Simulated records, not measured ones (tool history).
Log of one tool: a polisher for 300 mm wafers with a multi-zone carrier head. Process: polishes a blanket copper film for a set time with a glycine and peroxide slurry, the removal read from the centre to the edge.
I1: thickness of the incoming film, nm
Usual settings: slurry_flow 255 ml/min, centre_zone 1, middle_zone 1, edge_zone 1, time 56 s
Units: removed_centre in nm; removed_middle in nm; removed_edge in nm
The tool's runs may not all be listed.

{"run": 1, "hour": 0.0, "slurry_flow": 255, "centre_zone": 1.09, "middle_zone": 0.97, "edge_zone": 0.92, "time": 61, "I1": 1368.2, "removed_centre": 299.2, "removed_middle": 271.8, "removed_edge": 268.4}
{"hour": 17.5, "done": "worn pad replaced by a new one"}
{"run": 2, "hour": 46.9, "slurry_flow": 255, "centre_zone": 1, "middle_zone": 1, "edge_zone": 1, "time": 56, "I1": 1391.3, "removed_centre": 272.6, "removed_middle": 275.6, "removed_edge": 276}
{"run": 3, "hour": 91.7, "slurry_flow": 255, "centre_zone": 1, "middle_zone": 1.11, "edge_zone": 1, "time": 42, "I1": 1405.1, "removed_centre": 204.1, "removed_middle": 219.2, "removed_edge": 205.4}
{"run": 4, "hour": 121.0, "slurry_flow": 255, "centre_zone": 1.07, "middle_zone": 1, "edge_zone": 0.97, "time": 56, "I1": 1363.9, "removed_centre": 287.1, "removed_middle": 273.7, "removed_edge": 266.7}
{"hour": 180.1, "done": "edge zone pressure recalibrated"}
{"run": 5, "hour": 185.3, "slurry_flow": 255, "centre_zone": 1, "middle_zone": 1.05, "edge_zone": 1, "time": 68, "I1": 1382, "removed_centre": 322.7, "removed_middle": 333.7, "removed_edge": 328.4}
{"hour": 190.7, "done": "centre zone pressure recalibrated"}
{"run": 6, "hour": 243.5, "slurry_flow": 165, "centre_zone": 0.9, "middle_zone": 1.1, "edge_zone": 1.12, "time": 56, "I1": 1363.2, "removed_centre": 221.2, "removed_middle": 262.4, "removed_edge": 270.2}
{"hour": 286.0, "done": "slurry nozzle cleaned"}
{"run": 7, "hour": 286.9, "slurry_flow": 255, "centre_zone": 1, "middle_zone": 1, "edge_zone": 0.93, "time": 56, "I1": 1388.6, "removed_centre": 261.1, "removed_middle": 261.9, "removed_edge": 255.5}
{"hour": 335.8, "done": "carrier head's membrane replaced by a new one"}
{"run": 8, "hour": 344.6, "slurry_flow": 255, "centre_zone": 1, "middle_zone": 1, "edge_zone": 1, "time": 56, "I1": 1362.9, "removed_centre": 262.1, "removed_middle": 251.9, "removed_edge": 263}
{"run": 9, "hour": 371.9, "slurry_flow": 290, "centre_zone": 1, "middle_zone": 1, "edge_zone": 1, "time": 56, "I1": 1369.8, "removed_centre": 262, "removed_middle": 264.5, "removed_edge": 266.5}
{"run": 10, "hour": 403.8, "slurry_flow": 255, "centre_zone": 1, "middle_zone": 1, "edge_zone": 1, "time": 56, "I1": 1389.5, "removed_centre": 256, "removed_middle": 257.3, "removed_edge": 259.5}
{"run": 11, "hour": 458.6, "slurry_flow": 255, "centre_zone": 0.95, "middle_zone": 1, "edge_zone": 0.95, "time": 56, "I1": 1388.8, "removed_centre": 236.2, "removed_middle": 251.3, "removed_edge": 252.2}
{"hour": 501.7, "done": "worn pad replaced by a new one"}
{"run": 12, "hour": 520.1, "slurry_flow": 255, "centre_zone": 1, "middle_zone": 1, "edge_zone": 1, "time": 56, "I1": 1388.8, "removed_centre": 276.7, "removed_middle": 276.6, "removed_edge": 278}
{"run": 13, "hour": 567.9, "slurry_flow": 345, "centre_zone": 1, "middle_zone": 1, "edge_zone": 0.96, "time": 56, "I1": 1382.3, "removed_centre": 285.2, "removed_middle": 283.1, "removed_edge": 274.4}
{"run": 14, "hour": 639.8, "slurry_flow": 255, "centre_zone": 1, "middle_zone": 0.91, "edge_zone": 1, "time": 56, "I1": 1382.9, "removed_centre": 269.2, "removed_middle": 253.4, "removed_edge": 275.3}
{"hour": 676.3, "done": "edge zone pressure recalibrated"}
{"run": 15, "hour": 703.5, "slurry_flow": 255, "centre_zone": 1, "middle_zone": 1, "edge_zone": 1, "time": 56, "I1": 1393.9, "removed_centre": 267.9, "removed_middle": 269.5, "removed_edge": 268.9}
{"run": 16, "hour": 762.7, "slurry_flow": 255, "centre_zone": 1, "middle_zone": 1, "edge_zone": 1, "time": 56, "I1": 1379.1, "removed_centre": 265.1, "removed_middle": 260.6, "removed_edge": 266.1}
{"hour": 795.3, "done": "slurry nozzle cleaned"}
{"run": 17, "hour": 802.2, "slurry_flow": 255, "centre_zone": 1, "middle_zone": 1, "edge_zone": 1, "time": 56, "I1": 1400.7, "removed_centre": 262.2, "removed_middle": 262.1, "removed_edge": 264.4}
{"run": 18, "hour": 854.3, "slurry_flow": 255, "centre_zone": 1, "middle_zone": 1, "edge_zone": 1, "time": 56, "I1": 1352.7, "removed_centre": 259.7, "removed_middle": 256.4, "removed_edge": 262.7}
{"run": 19, "hour": 898.8, "slurry_flow": 255, "centre_zone": 1, "middle_zone": 0.94, "edge_zone": 1, "time": 66, "I1": 1367.2, "removed_centre": 303.8, "removed_middle": 286, "removed_edge": 310.7}
{"run": 20, "hour": 960.6, "slurry_flow": 320, "centre_zone": 1.07, "middle_zone": 1, "edge_zone": 0.96, "time": 41, "I1": 1362.2, "removed_centre": 207.9, "removed_middle": 188.2, "removed_edge": 185.9}
{"hour": 990.0, "done": "carrier head's membrane replaced by a new one"}
{"run": 21, "hour": 994.3, "slurry_flow": 225, "centre_zone": 1.11, "middle_zone": 1, "edge_zone": 1.05, "time": 56, "I1": 1375.6, "removed_centre": 279, "removed_middle": 247.1, "removed_edge": 254.4}

5 ways to go on from here, each from the tool as it stands after run 21. What would each give?
{"run": "A", "hour": 994.7, "slurry_flow": 255, "centre_zone": 1, "middle_zone": 1, "edge_zone": 1, "time": 56, "I1": 1399, "removed_centre": "?", "removed_middle": "?", "removed_edge": "?"}
{"run": "B", "hour": 994.7, "slurry_flow": 255, "centre_zone": 0.97, "middle_zone": 1, "edge_zone": 1, "time": 56, "I1": 1399, "removed_centre": "?", "removed_middle": "?", "removed_edge": "?"}
{"run": "C", "hour": 994.7, "slurry_flow": 255, "centre_zone": 1, "middle_zone": 1, "edge_zone": 1.1, "time": 56, "I1": 1399, "removed_centre": "?", "removed_middle": "?", "removed_edge": "?"}
{"run": "D", "hour": 994.7, "slurry_flow": 255, "centre_zone": 1, "middle_zone": 1, "edge_zone": 1, "time": 38, "I1": 1399, "removed_centre": "?", "removed_middle": "?", "removed_edge": "?"}
{"run": "E", "hour": 994.7, "slurry_flow": 255, "centre_zone": 1, "middle_zone": 0.96, "edge_zone": 1, "time": 56, "I1": 1399, "removed_centre": "?", "removed_middle": "?", "removed_edge": "?"}

run=A removed_centre=252.6 removed_middle=254.6 removed_edge=254.9
run=B removed_centre=245 removed_middle=254.7 removed_edge=254.9
run=C removed_centre=252.6 removed_middle=254.6 removed_edge=267.2
run=D removed_centre=171.4 removed_middle=172.8 removed_edge=173
run=E removed_centre=252.6 removed_middle=248 removed_edge=255
Without the tool's hidden state the same runs would have given:
run=A removed_centre=277.3 removed_middle=279.5 removed_edge=279.8
run=B removed_centre=268.9 removed_middle=279.6 removed_edge=279.8
run=C removed_centre=277.3 removed_middle=279.5 removed_edge=293.3
run=D removed_centre=188.2 removed_middle=189.7 removed_edge=189.9
run=E removed_centre=277.2 removed_middle=272.3 removed_edge=279.9
